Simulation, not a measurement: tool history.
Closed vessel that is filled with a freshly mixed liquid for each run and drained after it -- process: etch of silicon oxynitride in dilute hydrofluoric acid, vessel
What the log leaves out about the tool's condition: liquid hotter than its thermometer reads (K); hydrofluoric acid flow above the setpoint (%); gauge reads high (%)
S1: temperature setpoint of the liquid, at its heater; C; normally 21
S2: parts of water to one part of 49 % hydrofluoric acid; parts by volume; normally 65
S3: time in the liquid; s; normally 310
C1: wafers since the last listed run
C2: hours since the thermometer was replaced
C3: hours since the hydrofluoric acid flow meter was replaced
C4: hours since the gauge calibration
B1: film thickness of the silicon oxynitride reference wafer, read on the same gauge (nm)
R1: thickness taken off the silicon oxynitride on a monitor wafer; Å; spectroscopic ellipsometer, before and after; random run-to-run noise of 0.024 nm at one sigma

run 1 hour=0 | S1=21 S2=65 S3=170 | C1=0 C2=1507.8 C3=2244.8 C4=99.3 | B1=80 | R1=68.4
-- hour=5 gauge calibrated
run 2 hour=15.4 | S1=21 S2=65 S3=395 | C1=1111 C2=1523.2 C3=2260.2 C4=10.4 | B1=80 | R1=160.1
run 3 hour=31.1 | S1=21 S2=65 S3=395 | C1=1132 C2=1538.9 C3=2275.9 C4=26.1 | B1=80.01 | R1=159.4
run 4 hour=45.4 | S1=21 S2=65 S3=395 | C1=1031 C2=1553.2 C3=2290.2 C4=40.4 | B1=80.01 | R1=159.8
run 5 hour=51.8 | S1=21 S2=50 S3=310 | C1=461 C2=1559.6 C3=2296.6 C4=46.8 | B1=80 | R1=165.4
run 6 hour=63 | S1=21 S2=55 S3=310 | C1=808 C2=1570.8 C3=2307.8 C4=58 | B1=79.99 | R1=149.3
run 7 hour=78.7 | S1=21 S2=55 S3=310 | C1=1132 C2=1586.5 C3=2323.5 C4=73.7 | B1=80 | R1=149.5
run 8 hour=93.4 | S1=21 S2=65 S3=310 | C1=1060 C2=1601.2 C3=2338.2 C4=88.4 | B1=79.98 | R1=126.3
run 9 hour=99.6 | S1=24 S2=90 S3=380 | C1=447 C2=1607.4 C3=2344.4 C4=94.6 | B1=80.02 | R1=126.3
-- hour=106.1 thermometer replaced
-- hour=107.4 gauge calibrated
run 10 hour=110.8 | S1=17.5 S2=65 S3=310 | C1=735 C2=4.7 C3=2355.6 C4=3.4 | B1=79.99 | R1=105.7
-- hour=115.3 hydrofluoric acid flow meter replaced
run 11 hour=116.9 | S1=17.5 S2=55 S3=190 | C1=367 C2=10.8 C3=1.6 C4=9.5 | B1=80 | R1=68.3
run 12 hour=123.4 | S1=19 S2=65 S3=310 | C1=468 C2=17.3 C3=8.1 C4=16 | B1=79.99 | R1=101.4
run 13 hour=140 | S1=21 S2=65 S3=255 | C1=1197 C2=33.9 C3=24.7 C4=32.6 | B1=80.02 | R1=92.4
run 14 hour=154.5 | S1=21 S2=90 S3=310 | C1=1046 C2=48.4 C3=39.2 C4=47.1 | B1=80 | R1=79.7

Alternative continuations, all from the tool just after run 14; predict every row:
run A hour=155.2 | S1=21 S2=65 S3=310 | C1=50 C2=49.1 C3=39.9 C4=47.8 | B1=? | R1=?
run B hour=155.2 | S1=21 S2=65 S3=230 | C1=50 C2=49.1 C3=39.9 C4=47.8 | B1=? | R1=?
run C hour=155.2 | S1=21 S2=65 S3=465 | C1=50 C2=49.1 C3=39.9 C4=47.8 | B1=? | R1=?
run D hour=155.2 | S1=18 S2=90 S3=310 | C1=50 C2=49.1 C3=39.9 C4=47.8 | B1=? | R1=?
run E hour=155.2 | S1=21 S2=65 S3=205 | C1=50 C2=49.1 C3=39.9 C4=47.8 | B1=? | R1=?

run=A B1=80 R1=112.3
run=B B1=80 R1=83.3
run=C B1=80 R1=168.4
run=D B1=80 R1=68.6
run=E B1=80 R1=74.3
With no hidden state in the tool, these same runs would have given:
run=A R1=111.8
run=B R1=83
run=C R1=167.7
run=D R1=68.3
run=E R1=73.9
